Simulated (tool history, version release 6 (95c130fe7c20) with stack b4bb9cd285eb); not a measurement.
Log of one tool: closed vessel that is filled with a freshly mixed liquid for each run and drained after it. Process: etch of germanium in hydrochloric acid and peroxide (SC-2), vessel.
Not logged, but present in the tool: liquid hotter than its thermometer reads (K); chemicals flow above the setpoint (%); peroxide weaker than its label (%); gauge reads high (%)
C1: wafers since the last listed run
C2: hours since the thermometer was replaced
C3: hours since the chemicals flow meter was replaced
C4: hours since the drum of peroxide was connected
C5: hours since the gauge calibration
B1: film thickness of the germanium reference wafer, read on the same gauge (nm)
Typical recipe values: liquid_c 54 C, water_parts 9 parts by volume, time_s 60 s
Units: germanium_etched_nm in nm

run 1 day=0 | liquid_c=54 water_parts=9 time_s=60 | C1=0 C2=2343.3 C3=389 C4=578.1 C5=186.7 | B1=120 | germanium_etched_nm=177.36
run 2 day=0.733 | liquid_c=54 water_parts=9 time_s=60 | C1=1256 C2=2360.9 C3=406.6 C4=595.7 C5=204.3 | B1=119.99 | germanium_etched_nm=176.87
run 3 day=0.996 | liquid_c=54 water_parts=9 time_s=50 | C1=449 C2=2367.2 C3=412.9 C4=602 C5=210.6 | B1=119.99 | germanium_etched_nm=147.84
-- day=1.033 gauge calibrated
run 4 day=1.512 | liquid_c=54 water_parts=9 time_s=60 | C1=885 C2=2379.6 C3=425.3 C4=614.4 C5=11.5 | B1=119.99 | germanium_etched_nm=176.8
run 5 day=2.204 | liquid_c=54 water_parts=9 time_s=60 | C1=1185 C2=2396.2 C3=441.9 C4=631 C5=28.1 | B1=120.01 | germanium_etched_nm=177.74
run 6 day=2.667 | liquid_c=54 water_parts=9 time_s=75 | C1=792 C2=2407.3 C3=453 C4=642.1 C5=39.2 | B1=120 | germanium_etched_nm=222.29
run 7 day=3.192 | liquid_c=54 water_parts=9 time_s=75 | C1=899 C2=2419.9 C3=465.6 C4=654.7 C5=51.8 | B1=120.01 | germanium_etched_nm=221.84
run 8 day=4.35 | liquid_c=54 water_parts=9 time_s=75 | C1=1984 C2=2447.7 C3=493.4 C4=682.5 C5=79.6 | B1=120.02 | germanium_etched_nm=222.23
run 9 day=5.175 | liquid_c=51.5 water_parts=9 time_s=60 | C1=1413 C2=2467.5 C3=513.2 C4=702.3 C5=99.4 | B1=120 | germanium_etched_nm=165.32
run 10 day=5.796 | liquid_c=56.5 water_parts=9 time_s=60 | C1=1063 C2=2482.4 C3=528.1 C4=717.2 C5=114.3 | B1=120.03 | germanium_etched_nm=192.06
-- day=6.325 new drum of peroxide connected
run 11 day=6.425 | liquid_c=54 water_parts=9 time_s=70 | C1=1006 C2=2497.5 C3=543.2 C4=2.4 C5=129.4 | B1=120 | germanium_etched_nm=208.3
run 12 day=6.733 | liquid_c=54 water_parts=9 time_s=85 | C1=528 C2=2504.9 C3=550.6 C4=9.8 C5=136.8 | B1=119.96 | germanium_etched_nm=253.25
run 13 day=7.225 | liquid_c=54 water_parts=9 time_s=85 | C1=842 C2=2516.7 C3=562.4 C4=21.6 C5=148.6 | B1=119.99 | germanium_etched_nm=253.12
run 14 day=7.825 | liquid_c=50.5 water_parts=11 time_s=60 | C1=1028 C2=2531.1 C3=576.8 C4=36 C5=163 | B1=119.99 | germanium_etched_nm=156.91
-- day=7.879 thermometer replaced
run 15 day=8.521 | liquid_c=58 water_parts=9 time_s=35 | C1=1120 C2=15.4 C3=593.5 C4=52.7 C5=179.7 | B1=119.99 | germanium_etched_nm=108.89
-- day=9.075 chemicals flow meter replaced
run 16 day=9.196 | liquid_c=54 water_parts=9 time_s=50 | C1=1085 C2=31.6 C3=2.9 C4=68.9 C5=195.9 | B1=120.03 | germanium_etched_nm=138.09
run 17 day=9.783 | liquid_c=61.5 water_parts=9 time_s=60 | C1=1006 C2=45.7 C3=17 C4=83 C5=210 | B1=120 | germanium_etched_nm=207.02
run 18 day=10.079 | liquid_c=54 water_parts=9 time_s=60 | C1=506 C2=52.8 C3=24.1 C4=90.1 C5=217.1 | B1=120 | germanium_etched_nm=165.83
run 19 day=10.379 | liquid_c=54 water_parts=7.5 time_s=60 | C1=514 C2=60 C3=31.3 C4=97.3 C5=224.3 | B1=120.03 | germanium_etched_nm=168.09
-- day=10.796 gauge calibrated
run 20 day=11.025 | liquid_c=54 water_parts=10.5 time_s=30 | C1=1106 C2=75.5 C3=46.8 C4=112.8 C5=5.5 | B1=119.99 | germanium_etched_nm=81.63
run 21 day=11.308 | liquid_c=61.5 water_parts=5 time_s=90 | C1=485 C2=82.3 C3=53.6 C4=119.6 C5=12.3 | B1=120.02 | germanium_etched_nm=323.42
run 22 day=11.675 | liquid_c=63.5 water_parts=11.5 time_s=30 | C1=628 C2=91.1 C3=62.4 C4=128.4 C5=21.1 | B1=120 | germanium_etched_nm=106.96
run 23 day=11.979 | liquid_c=54 water_parts=13.5 time_s=35 | C1=521 C2=98.4 C3=69.7 C4=135.7 C5=28.4 | B1=120 | germanium_etched_nm=92.39
run 24 day=12.646 | liquid_c=54 water_parts=5.5 time_s=30 | C1=1142 C2=114.4 C3=85.7 C4=151.7 C5=44.4 | B1=120 | germanium_etched_nm=85.43
run 25 day=13.338 | liquid_c=54 water_parts=9 time_s=60 | C1=1185 C2=131 C3=102.3 C4=168.3 C5=61 | B1=120 | germanium_etched_nm=165.77
run 26 day=14.038 | liquid_c=54 water_parts=9 time_s=60 | C1=1199 C2=147.8 C3=119.1 C4=185.1 C5=77.8 | B1=120 | germanium_etched_nm=166.17
run 27 day=14.379 | liquid_c=60.5 water_parts=8 time_s=60 | C1=585 C2=156 C3=127.3 C4=193.3 C5=86 | B1=119.99 | germanium_etched_nm=204.02
run 28 day=15.092 | liquid_c=61 water_parts=13 time_s=80 | C1=1220 C2=173.1 C3=144.4 C4=210.4 C5=103.1 | B1=120.02 | germanium_etched_nm=261.44
run 29 day=15.35 | liquid_c=62 water_parts=7 time_s=60 | C1=442 C2=179.3 C3=150.6 C4=216.6 C5=109.3 | B1=119.98 | germanium_etched_nm=215.69

Alternative continuations, all from the tool just after run 29; predict every row:
run A day=15.379 | liquid_c=54 water_parts=9 time_s=60 | C1=49 C2=180 C3=151.3 C4=217.3 C5=110 | B1=? | germanium_etched_nm=?
run B day=15.379 | liquid_c=58 water_parts=12.5 time_s=60 | C1=49 C2=180 C3=151.3 C4=217.3 C5=110 | B1=? | germanium_etched_nm=?
run C day=15.379 | liquid_c=47.5 water_parts=11 time_s=60 | C1=49 C2=180 C3=151.3 C4=217.3 C5=110 | B1=? | germanium_etched_nm=?
run D day=15.379 | liquid_c=54 water_parts=11.5 time_s=60 | C1=49 C2=180 C3=151.3 C4=217.3 C5=110 | B1=? | germanium_etched_nm=?

run=A B1=119.99 germanium_etched_nm=165.85
run=B B1=119.99 germanium_etched_nm=180.27
run=C B1=119.99 germanium_etched_nm=132.83
run=D B1=119.99 germanium_etched_nm=161.72
What these runs would have given with no unlogged condition in the tool:
run=A germanium_etched_nm=163.82
run=B germanium_etched_nm=178.16
run=C germanium_etched_nm=131.15
run=D germanium_etched_nm=159.76

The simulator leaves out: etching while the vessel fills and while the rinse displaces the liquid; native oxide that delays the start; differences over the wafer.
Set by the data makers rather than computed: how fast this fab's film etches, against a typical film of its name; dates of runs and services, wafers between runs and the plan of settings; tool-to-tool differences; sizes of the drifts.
